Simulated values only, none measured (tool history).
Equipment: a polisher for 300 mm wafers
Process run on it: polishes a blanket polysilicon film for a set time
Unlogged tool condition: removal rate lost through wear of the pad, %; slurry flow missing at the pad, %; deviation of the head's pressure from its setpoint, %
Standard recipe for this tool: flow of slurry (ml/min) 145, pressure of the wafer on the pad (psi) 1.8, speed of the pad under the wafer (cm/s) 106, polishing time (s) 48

run     day  flow of slurry (ml/min)  pressure of the wafer on the pad (psi)  speed of the pad under the wafer (cm/s)  polishing time (s)  wafers since the last listed run  wafers polished on this pad  hours since the slurry nozzle was cleaned  hours since the head pressure was calibrated  incoming thickness of the incoming film, nm  film removed (nm)
  1       0                      145                                     1.8                                      106                  48                                 0                          324                                      165.9                                          66.4                                       1201.8              232.2
  2   0.729                      145                                     1.8                                      106                  48                               207                          531                                      183.4                                          83.9                                       1180.2              229.4
  3   2.192                      145                                     1.8                                      106                  48                               415                          947                                      218.5                                           119                                       1200.6              224.5
  4   3.683                      145                                     2.3                                      106                  48                               424                         1371                                      254.3                                         154.8                                         1198              280.6
      6.092  -- worn pad replaced by a new one
  5   7.317                      145                                     2.3                                      106                  48                               985                          348                                      341.5                                           242                                       1216.2              296.3
      7.754  -- slurry nozzle cleaned
  6   8.279                      145                                     2.3                                      118                  48                               261                          609                                       12.6                                         265.1                                       1203.4              320.1
  7   9.367                      145                                     2.3                                      118                  48                               309                          919                                       38.7                                         291.2                                       1210.1              315.8
  8  10.854                      145                                     1.6                                      106                  48                               422                         1342                                       74.4                                         326.9                                       1205.9              196.4
     11.229  -- head pressure recalibrated
  9  12.196                      145                                     1.6                                      106                  48                               357                         1699                                      106.6                                          23.2                                         1193              195.7
     12.379  -- worn pad replaced by a new one, of another model than before
 10  13.158                      145                                     1.8                                      106                  36                               226                          221                                      129.7                                          46.3                                       1219.5              173.6
 11  14.125                      145                                     1.8                                      106                  43                               274                          495                                      152.9                                          69.5                                       1205.2              202.8
 12  15.529                      145                                     1.8                                      106                  43                               399                          895                                      186.6                                         103.2                                       1199.7                205
 13  16.192                      145                                     2.3                                      106                  48                               188                         1083                                      202.5                                         119.1                                       1194.5              261.2
 14  17.146                      145                                     1.8                                       76                  48                               271                         1354                                      225.4                                           142                                       1208.1              192.8
 15  18.238                      145                                     1.5                                      132                  48                               310                         1665                                      251.6                                         168.2                                         1223              214.6
     18.996  -- worn pad replaced by a new one
 16  19.025                      145                                     1.8                                      106                  48                               176                            8                                      270.5                                         187.1                                       1217.7                234
 17  20.304                      130                                     1.5                                      144                  36                               363                          372                                      301.2                                         217.8                                       1187.2              175.6
     21.158  -- slurry nozzle cleaned
 18  21.396                      145                                     1.2                                      106                  48                               298                          670                                        5.7                                           244                                       1213.5              175.6
 19  21.938                      125                                     1.4                                      118                  32                               154                          824                                       18.7                                           257                                       1174.6              133.6
     22.429  -- head pressure recalibrated
 20  26.392                      100                                     1.6                                      130                  42                              1242                         2067                                      125.6                                          95.1                                       1196.9              179.7
     26.742  -- worn pad replaced by a new one
 21  27.367                      130                                     1.3                                      134                  54                               229                          178                                        149                                         118.5                                       1207.7              232.5
 22  28.579                      190                                     2.3                                       74                  48                               344                          523                                      178.1                                         147.6                                         1206              242.4
 23  32.588                      115                                     1.4                                       76                  58                              1139                         1662                                      274.3                                         243.8                                       1180.8              188.8
     33.112  -- worn pad replaced by a new one
 24  33.246                      145                                     1.8                                      106                  48                               139                           38                                      290.1                                         259.6                                       1201.6              235.6
 25  34.088                      165                                     1.8                                       92                  31                               239                          277                                      310.3                                         279.8                                       1205.2              143.8

Subtracting, for every run, the result it would have given without the tool's unlogged condition from the measured result gives the following. The same run-to-run variation enters both numbers; the gauge's scatter may not:
run  film removed (nm)
  1               -4.3
  2               -6.4
  3              -10.5
  4              -18.8
  5               -6.1
  6              -10.4
  7              -14.8
  8              -13.2
  9              -16.7
 10               -2.9
 11               -5.8
 12               -9.6
 13              -14.7
 14              -13.3
 15              -18.1
 16               -0.9
 17               -3.5
 18               -5.9
 19               -5.4
 20              -18.4
 21               -5.1
 22               -9.2
 23              -17.5
 24               -1.7
 25               -2.5
